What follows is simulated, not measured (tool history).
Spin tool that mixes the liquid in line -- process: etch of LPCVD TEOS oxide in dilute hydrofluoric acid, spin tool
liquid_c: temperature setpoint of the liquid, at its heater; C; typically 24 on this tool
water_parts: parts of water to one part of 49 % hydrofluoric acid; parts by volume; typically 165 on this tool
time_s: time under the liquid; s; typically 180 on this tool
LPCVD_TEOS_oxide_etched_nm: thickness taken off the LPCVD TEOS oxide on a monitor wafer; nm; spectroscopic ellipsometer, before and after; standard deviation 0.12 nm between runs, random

run,hour,liquid_c,water_parts,time_s,wafers since the last listed run,hours since the thermometer was replaced,hours since the hydrofluoric acid flow meter was replaced,hours since the gauge calibration,"read-back film thickness of the LPCVD TEOS oxide reference wafer, read on the same gauge (nm)",LPCVD_TEOS_oxide_etched_nm
1,0,24,165,145,0,772.6,1920.5,510.6,70.03,18.57
2,27.8,24,165,145,231,800.4,1948.3,538.4,69.99,18.79
3,42.7,24,165,180,123,815.3,1963.2,553.3,69.98,23.2
4,90.5,24,165,180,397,863.1,2011,601.1,69.98,23.16
5,121.1,24,165,180,254,893.7,2041.6,631.7,69.97,23.1
6,149.6,24,165,180,237,922.2,2070.1,660.2,70,23.18
7,163.2,24,165,180,113,935.8,2083.7,673.8,69.94,23.09
8,198.8,24,165,95,296,971.4,2119.3,709.4,69.96,12.31
9,230,24,165,95,259,1002.6,2150.5,740.6,69.99,12.18
10,259.9,24,165,180,248,1032.5,2180.4,770.5,69.99,23.1
# hour 264.4: thermometer replaced
11,278,24,165,180,142,13.6,2198.5,788.6,70,23.08
12,307.2,24,165,180,242,42.8,2227.7,817.8,70.04,23.19
13,333.7,24,165,180,220,69.3,2254.2,844.3,69.99,23.19
# hour 337.9: hydrofluoric acid flow meter replaced
14,346.5,24,165,180,98,82.1,8.6,857.1,69.96,23.2
15,362.2,24,165,180,130,97.8,24.3,872.8,69.96,23.15
16,394,20,165,275,264,129.6,56.1,904.6,70.03,30.45
# hour 401.3: gauge calibrated
17,468.6,26.5,165,95,620,204.2,130.7,67.3,70,13.47
18,488.7,24,165,95,167,224.3,150.8,87.4,70.03,12.28
19,521.9,20.5,100,75,276,257.5,184,120.6,69.94,14.92
20,548,27,165,180,217,283.6,210.1,146.7,70,25.92
21,560.6,24,165,250,104,296.2,222.7,159.3,69.99,31.96
22,591.3,24,210,80,255,326.9,253.4,190,70.04,7.78
23,603.6,24,165,180,102,339.2,265.7,202.3,69.98,23.18

What will run 24 give?
24,622.2,22,125,105,154,357.8,284.3,220.9,?,?

Logged for run 24: read-back film thickness of the LPCVD TEOS oxide reference wafer, read on the same gauge (nm) 69.99, LPCVD_TEOS_oxide_etched_nm 17.3 nm.
Had the tool carried no hidden state, the very same run would have given LPCVD_TEOS_oxide_etched_nm 17.3 nm.

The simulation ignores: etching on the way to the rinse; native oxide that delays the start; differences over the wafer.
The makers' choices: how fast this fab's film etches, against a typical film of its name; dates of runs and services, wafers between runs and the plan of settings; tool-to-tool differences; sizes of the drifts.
